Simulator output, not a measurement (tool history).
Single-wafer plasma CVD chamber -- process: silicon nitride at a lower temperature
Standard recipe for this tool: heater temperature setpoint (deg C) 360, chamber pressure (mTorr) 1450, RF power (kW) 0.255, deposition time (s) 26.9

run,hour,heater temperature setpoint (deg C),chamber pressure (mTorr),RF power (kW),deposition time (s),wafers since the last listed run,hours since the last thermocouple change,hours since the last RF generator calibration,hours since the last manometer calibration,hours since the showerhead was replaced,hours since the gauge calibration,"read-back reference wafer on the same gauge, thickness_nm",mean film thickness on the monitor wafer (nm)
1,0,360,1450,0.255,26.9,0,1663,2238.7,1833.3,3530.8,204.2,24.007,29.063
2,14.4,360,1450,0.255,26.9,376,1677.4,2253.1,1847.7,3545.2,218.6,23.997,29.01
3,31.1,360,1700,0.255,26.9,436,1694.1,2269.8,1864.4,3561.9,235.3,24.005,30.96
4,37.7,360,1450,0.255,26.9,172,1700.7,2276.4,1871,3568.5,241.9,24.008,29.055
5,49.4,360,1450,0.255,26.9,305,1712.4,2288.1,1882.7,3580.2,253.6,24.008,29.093
6,55.6,360,1450,0.255,26.9,162,1718.6,2294.3,1888.9,3586.4,259.8,24.008,29.052
# hour 67.2: gauge calibrated
7,68.2,360,1450,0.255,26.9,329,1731.2,2306.9,1901.5,3599,1,23.996,29.044
8,83.2,360,1450,0.255,26.9,392,1746.2,2321.9,1916.5,3614,16,24.003,29.061
9,102.9,360,1450,0.255,26.9,515,1765.9,2341.6,1936.2,3633.7,35.7,24.006,29.001
10,109,360,1450,0.255,26.9,159,1772,2347.7,1942.3,3639.8,41.8,24.01,29.057
11,127.5,360,1450,0.255,26.9,483,1790.5,2366.2,1960.8,3658.3,60.3,24,29.046
12,136.8,360,1450,0.255,26.9,243,1799.8,2375.5,1970.1,3667.6,69.6,23.993,29.061
13,150,360,1450,0.255,26.9,345,1813,2388.7,1983.3,3680.8,82.8,23.998,28.997
# hour 201.7: RF generator calibrated
14,202.2,360,1450,0.255,26.9,1155,1865.2,0.5,2035.5,3733,135,23.996,29.045
15,218.8,353,1690,0.255,26.9,434,1881.8,17.1,2052.1,3749.6,151.6,24.001,30.859
# hour 242.5: capacitance manometer re-zeroed and calibrated
16,243,370,1450,0.255,29.9,423,1906,41.3,0.5,3773.8,175.8,24.004,33.179
17,243.3,360,1450,0.255,26.9,7,1906.3,41.6,0.8,3774.1,176.1,23.989,29.912
18,252.6,356,1450,0.235,26.9,243,1915.6,50.9,10.1,3783.4,185.4,24.012,29.101
# hour 264.2: thermocouple changed; heater temperature recalibrated
19,266.5,368,1360,0.24,26.9,154,2.3,64.8,24,3797.3,199.3,24.003,28.38
20,272.7,360,1790,0.28,26.9,162,8.5,71,30.2,3803.5,205.5,23.993,33.652
# hour 285: showerhead replaced
21,288.4,360,1450,0.255,22.5,201,24.2,86.7,45.9,3.4,221.2,24.005,24.986
22,299.4,360,1310,0.255,26.9,287,35.2,97.7,56.9,14.4,232.2,23.994,28.487
# hour 300.5: gauge calibrated
23,310.3,360,1450,0.235,26.9,284,46.1,108.6,67.8,25.3,9.8,24.002,29.024
24,343.1,360,1450,0.225,30.5,857,78.9,141.4,100.6,58.1,42.6,23.999,32.261
25,358.9,349,1100,0.275,30.2,413,94.7,157.2,116.4,73.9,58.4,24.013,30.087
26,376.9,373,1450,0.28,30.4,470,112.7,175.2,134.4,91.9,76.4,23.992,34.542
27,386.5,360,1450,0.21,25.1,250,122.3,184.8,144,101.5,86,23.997,25.988

Hidden state, per run?
wafer temperature above the value expected at the setpoint (K): 0 on each run
delivered RF power above the setpoint (%): 0 on each run
gauge reads high (%): 0 on each run
H1: true pressure above the setpoint (%)
run,H1
1,-7.36
2,-7.37
3,-7.39
4,-7.39
5,-7.4
6,-7.41
7,-7.42
8,-7.43
9,-7.45
10,-7.45
11,-7.47
12,-7.47
13,-7.48
14,-7.52
15,-7.53
16,-0.871
17,-0.874
18,-0.983
19,-1.14
20,-1.21
21,-1.39
22,-1.51
23,-1.62
24,-1.97
25,-2.13
26,-2.3
27,-2.4
